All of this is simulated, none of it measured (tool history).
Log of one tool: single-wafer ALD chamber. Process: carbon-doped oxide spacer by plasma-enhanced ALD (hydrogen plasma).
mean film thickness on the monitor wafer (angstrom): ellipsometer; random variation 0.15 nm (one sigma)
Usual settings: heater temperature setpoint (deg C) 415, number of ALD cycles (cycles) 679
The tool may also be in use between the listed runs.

| run | hour | heater temperature setpoint (deg C) | number of ALD cycles (cycles) | read-back reference wafer on the same gauge, thickness_nm | mean film thickness on the monitor wafer (angstrom) |
|---|---|---|---|---|---|
| 1 | 0 | 415 | 679 | 34.579 | 321.57 |
| 2 | 45.9 | 415 | 771 | 34.494 | 364.91 |
| 3 | 80.2 | 426 | 612 | 34.429 | 280.81 |
| 4 | 133.8 | 415 | 679 | 34.354 | 317.82 |
| 5 | 176.1 | 424 | 679 | 34.297 | 312.46 |
| 6 | 244 | 424 | 679 | 34.137 | 310.87 |
| 7 | 416.7 | 410 | 726 | 33.801 | 339.66 |
| 8 | 457.5 | 410 | 726 | 33.647 | 337.61 |
| 9 | 488.1 | 410 | 726 | 33.616 | 341.13 |
|  | 490.2 | gauge calibrated |
| 10 | 522.6 | 415 | 679 | 34.768 | 321.29 |
| 11 | 552.2 | 415 | 679 | 34.79 | 322.06 |
| 12 | 585.9 | 415 | 679 | 34.75 | 324.46 |
| 13 | 651.6 | 422 | 679 | 34.716 | 315.14 |
| 14 | 721.2 | 415 | 679 | 34.682 | 322.99 |
| 15 | 768.6 | 415 | 679 | 34.63 | 323.24 |
| 16 | 816 | 420 | 776 | 34.689 | 363.89 |

Run 17 comes next. What will it give?
| 17 | 868.3 | 415 | 679 | ? | ? |

{"run 17": {"read-back reference wafer on the same gauge, thickness_nm": 34.591, "mean film thickness on the monitor wafer (angstrom)": 321.37}}
Without the tool's hidden state the same run would have given mean film thickness on the monitor wafer (angstrom) 325.06.
